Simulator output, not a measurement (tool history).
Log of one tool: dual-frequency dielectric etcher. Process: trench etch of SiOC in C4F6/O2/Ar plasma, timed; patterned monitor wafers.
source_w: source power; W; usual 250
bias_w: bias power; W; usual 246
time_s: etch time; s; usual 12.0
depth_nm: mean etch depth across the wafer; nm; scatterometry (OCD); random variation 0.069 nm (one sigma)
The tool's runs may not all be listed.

run     day  source_w  bias_w  time_s  wafers since the last listed run  hours since the last wet clean  hours since the last source power generator calibration  hours since the last bias power generator calibration  hours since the last upper electrode change  hours since the gauge calibration  read-back reference wafer on the same gauge, depth_nm  depth_nm
  1   0.000       250     246    12.0                                 0                           581.8                                                    348.5                                                 2484.4                                       2161.2                              403.3                                                  21.21     25.09
  2   4.204       250     246    12.0                               882                           682.7                                                    449.4                                                 2585.3                                       2262.1                              504.2                                                  21.19     25.19
  3   6.154       250     246    12.0                               409                           729.5                                                    496.2                                                 2632.1                                       2308.9                              551.0                                                  21.20     25.15
  4   8.858       250     246    12.0                               567                           794.4                                                    561.1                                                 2697.0                                       2373.8                              615.9                                                  21.20     25.05
  5  10.879       250     246    12.0                               424                           842.9                                                    609.6                                                 2745.5                                       2422.3                              664.4                                                  21.20     25.14
     12.517  -- wet clean of the chamber
     20.642  -- upper electrode replaced
  6  21.196       280     246    12.0                              1745                           208.3                                                    857.2                                                 2993.1                                         13.3                              912.0                                                  21.20     26.28
  7  23.100       250     246    14.5                               399                           254.0                                                    902.9                                                 3038.8                                         59.0                              957.7                                                  21.21     29.96
  8  24.967       220     285    14.0                               391                           298.8                                                    947.7                                                 3083.6                                        103.8                             1002.5                                                  21.19     29.52
  9  27.900       310     272    10.5                               615                           369.2                                                   1018.1                                                 3154.0                                        174.2                             1072.9                                                  21.21     24.93
 10  30.900       250     246    12.0                               629                           441.2                                                   1090.1                                                 3226.0                                        246.2                             1144.9                                                  21.19     25.09
 11  33.512       250     228    12.0                               548                           503.9                                                   1152.8                                                 3288.7                                        308.9                             1207.6                                                  21.21     24.07
 12  35.425       250     246    12.0                               401                           549.8                                                   1198.7                                                 3334.6                                        354.8                             1253.5                                                  21.20     24.90
 13  37.038       270     196    14.5                               338                           588.5                                                   1237.4                                                 3373.3                                        393.5                             1292.2                                                  21.20     28.07
 14  38.562       250     246    10.0                               319                           625.1                                                   1274.0                                                 3409.9                                        430.1                             1328.8                                                  21.19     20.67
     40.679  -- wet clean of the chamber
 15  42.350       270     246    12.0                               584                            40.1                                                   1364.9                                                 3500.8                                        521.0                             1419.7                                                  21.20     25.65
 16  46.208       250     246    12.0                               809                           132.7                                                   1457.5                                                 3593.4                                        613.6                             1512.3                                                  21.20     24.88
     46.842  -- bias power generator calibrated
 17  50.238       250     246    12.0                               810                           229.4                                                   1554.2                                                   81.5                                        710.3                             1609.0                                                  21.20     24.93
 18  54.717       250     212    12.0                               939                           336.9                                                   1661.7                                                  189.0                                        817.8                             1716.5                                                  21.21     23.26
 19  56.367       210     246    15.5                               346                           376.5                                                   1701.3                                                  228.6                                        857.4                             1756.1                                                  21.20     29.77
 20  58.362       250     246    12.0                               418                           424.4                                                   1749.2                                                  276.5                                        905.3                             1804.0                                                  21.20     24.78
 21  62.654       250     201    12.0                               900                           527.4                                                   1852.2                                                  379.5                                       1008.3                             1907.0                                                  21.20     22.74
 22  64.638       250     246    12.0                               416                           575.0                                                   1899.8                                                  427.1                                       1055.9                             1954.6                                                  21.20     24.91
 23  68.017       290     228    10.5                               709                           656.1                                                   1980.9                                                  508.2                                       1137.0                             2035.7                                                  21.20     22.39
 24  70.212       290     215     8.5                               460                           708.8                                                   2033.6                                                  560.9                                       1189.7                             2088.4                                                  21.20     17.57
 25  74.396       220     184    12.0                               877                           809.2                                                   2134.0                                                  661.3                                       1290.1                             2188.8                                                  21.22     20.63
     76.400  -- wet clean of the chamber
 26  77.838       220     291    12.0                               512                            34.5                                                   2216.6                                                  743.9                                       1372.7                             2271.4                                                  21.20     25.29

The next listed run, before its measurement:
 27  81.700       250     270     9.0                               810                           127.2                                                   2309.3                                                  836.6                                       1465.4                             2364.1                                                      ?         ?

{"run 27": {"read-back reference wafer on the same gauge, depth_nm": 21.19, "depth_nm": 19.39}}
Without the tool's hidden state the same run would have given depth_nm 19.87 nm.
